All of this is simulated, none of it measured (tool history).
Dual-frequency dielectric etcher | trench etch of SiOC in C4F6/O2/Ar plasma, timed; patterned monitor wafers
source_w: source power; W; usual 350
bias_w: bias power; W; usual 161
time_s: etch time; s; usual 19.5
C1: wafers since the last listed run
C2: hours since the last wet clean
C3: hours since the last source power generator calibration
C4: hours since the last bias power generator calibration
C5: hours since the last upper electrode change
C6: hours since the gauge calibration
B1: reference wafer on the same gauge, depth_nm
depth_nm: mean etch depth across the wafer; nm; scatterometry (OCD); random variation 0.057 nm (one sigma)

{"run": 1, "hour": 0.0, "source_w": 350, "bias_w": 161, "time_s": 19.5, "C1": 0, "C2": 337.4, "C3": 2254.8, "C4": 3168.4, "C5": 5886.9, "C6": 251.6, "B1": 35.01, "depth_nm": 37.35}
{"run": 2, "hour": 46.8, "source_w": 350, "bias_w": 161, "time_s": 19.5, "C1": 660, "C2": 384.2, "C3": 2301.6, "C4": 3215.2, "C5": 5933.7, "C6": 298.4, "B1": 35.01, "depth_nm": 37.31}
{"run": 3, "hour": 56.0, "source_w": 350, "bias_w": 161, "time_s": 19.5, "C1": 129, "C2": 393.4, "C3": 2310.8, "C4": 3224.4, "C5": 5942.9, "C6": 307.6, "B1": 35.02, "depth_nm": 37.34}
{"run": 4, "hour": 63.9, "source_w": 290, "bias_w": 161, "time_s": 19.5, "C1": 111, "C2": 401.3, "C3": 2318.7, "C4": 3232.3, "C5": 5950.8, "C6": 315.5, "B1": 35.0, "depth_nm": 33.85}
{"run": 5, "hour": 74.5, "source_w": 290, "bias_w": 161, "time_s": 19.5, "C1": 149, "C2": 411.9, "C3": 2329.3, "C4": 3242.9, "C5": 5961.4, "C6": 326.1, "B1": 35.0, "depth_nm": 33.77}
{"run": 6, "hour": 99.2, "source_w": 290, "bias_w": 161, "time_s": 19.5, "C1": 348, "C2": 436.6, "C3": 2354.0, "C4": 3267.6, "C5": 5986.1, "C6": 350.8, "B1": 35.0, "depth_nm": 33.86}
{"run": 7, "hour": 106.9, "source_w": 350, "bias_w": 149, "time_s": 19.5, "C1": 108, "C2": 444.3, "C3": 2361.7, "C4": 3275.3, "C5": 5993.8, "C6": 358.5, "B1": 35.0, "depth_nm": 36.61}
{"run": 8, "hour": 121.0, "source_w": 290, "bias_w": 161, "time_s": 24.0, "C1": 199, "C2": 458.4, "C3": 2375.8, "C4": 3289.4, "C5": 6007.9, "C6": 372.6, "B1": 35.0, "depth_nm": 41.53}
{"hour": 124.6, "done": "gauge calibrated"}
{"run": 9, "hour": 135.1, "source_w": 290, "bias_w": 161, "time_s": 24.0, "C1": 199, "C2": 472.5, "C3": 2389.9, "C4": 3303.5, "C5": 6022.0, "C6": 10.5, "B1": 34.99, "depth_nm": 41.55}
{"run": 10, "hour": 144.0, "source_w": 380, "bias_w": 161, "time_s": 19.5, "C1": 125, "C2": 481.4, "C3": 2398.8, "C4": 3312.4, "C5": 6030.9, "C6": 19.4, "B1": 35.0, "depth_nm": 38.73}
{"hour": 181.9, "done": "wet clean of the chamber"}
{"run": 11, "hour": 182.4, "source_w": 380, "bias_w": 161, "time_s": 19.5, "C1": 203, "C2": 0.5, "C3": 2437.2, "C4": 3350.8, "C5": 6069.3, "C6": 57.8, "B1": 35.0, "depth_nm": 39.46}
{"run": 12, "hour": 182.7, "source_w": 380, "bias_w": 161, "time_s": 19.5, "C1": 4, "C2": 0.8, "C3": 2437.5, "C4": 3351.1, "C5": 6069.6, "C6": 58.1, "B1": 35.0, "depth_nm": 39.42}
{"run": 13, "hour": 183.0, "source_w": 350, "bias_w": 161, "time_s": 19.5, "C1": 4, "C2": 1.1, "C3": 2437.8, "C4": 3351.4, "C5": 6069.9, "C6": 58.4, "B1": 35.01, "depth_nm": 37.89}
{"run": 14, "hour": 194.1, "source_w": 420, "bias_w": 128, "time_s": 17.0, "C1": 156, "C2": 12.2, "C3": 2448.9, "C4": 3362.5, "C5": 6081.0, "C6": 69.5, "B1": 35.0, "depth_nm": 34.25}
{"run": 15, "hour": 201.9, "source_w": 350, "bias_w": 149, "time_s": 14.0, "C1": 110, "C2": 20.0, "C3": 2456.7, "C4": 3370.3, "C5": 6088.8, "C6": 77.3, "B1": 35.0, "depth_nm": 26.68}
{"hour": 220.1, "done": "bias power generator calibrated"}
{"hour": 226.2, "done": "upper electrode replaced"}
{"run": 16, "hour": 226.7, "source_w": 390, "bias_w": 161, "time_s": 14.5, "C1": 208, "C2": 44.8, "C3": 2481.5, "C4": 6.6, "C5": 0.5, "C6": 102.1, "B1": 34.99, "depth_nm": 29.66}
{"run": 17, "hour": 229.9, "source_w": 350, "bias_w": 187, "time_s": 23.0, "C1": 45, "C2": 48.0, "C3": 2484.7, "C4": 9.8, "C5": 3.7, "C6": 105.3, "B1": 35.0, "depth_nm": 46.23}
{"run": 18, "hour": 237.4, "source_w": 350, "bias_w": 189, "time_s": 19.5, "C1": 105, "C2": 55.5, "C3": 2492.2, "C4": 17.3, "C5": 11.2, "C6": 112.8, "B1": 35.0, "depth_nm": 39.3}
{"run": 19, "hour": 280.2, "source_w": 270, "bias_w": 132, "time_s": 22.5, "C1": 604, "C2": 98.3, "C3": 2535.0, "C4": 60.1, "C5": 54.0, "C6": 155.6, "B1": 35.0, "depth_nm": 36.48}
{"run": 20, "hour": 294.4, "source_w": 380, "bias_w": 161, "time_s": 23.0, "C1": 200, "C2": 112.5, "C3": 2549.2, "C4": 74.3, "C5": 68.2, "C6": 169.8, "B1": 34.98, "depth_nm": 46.3}
{"hour": 308.7, "done": "source power generator calibrated"}
{"run": 21, "hour": 311.2, "source_w": 280, "bias_w": 179, "time_s": 25.5, "C1": 180, "C2": 129.3, "C3": 2.5, "C4": 91.1, "C5": 85.0, "C6": 186.6, "B1": 35.0, "depth_nm": 45.16}
{"run": 22, "hour": 320.5, "source_w": 350, "bias_w": 161, "time_s": 19.5, "C1": 131, "C2": 138.6, "C3": 11.8, "C4": 100.4, "C5": 94.3, "C6": 195.9, "B1": 35.0, "depth_nm": 37.81}
{"run": 23, "hour": 328.1, "source_w": 350, "bias_w": 161, "time_s": 19.5, "C1": 107, "C2": 146.2, "C3": 19.4, "C4": 108.0, "C5": 101.9, "C6": 203.5, "B1": 34.99, "depth_nm": 37.72}
{"run": 24, "hour": 343.5, "source_w": 420, "bias_w": 136, "time_s": 22.0, "C1": 217, "C2": 161.6, "C3": 34.8, "C4": 123.4, "C5": 117.3, "C6": 218.9, "B1": 35.0, "depth_nm": 44.74}

The next listed run, before its measurement:
{"run": 25, "hour": 359.1, "source_w": 350, "bias_w": 185, "time_s": 19.5, "C1": 220, "C2": 177.2, "C3": 50.4, "C4": 139.0, "C5": 132.9, "C6": 234.5, "B1": "?", "depth_nm": "?"}

{"run 25": {"B1": 35.01, "depth_nm": 38.93}}
Without the tool's hidden state the same run would have given depth_nm 39.18 nm.
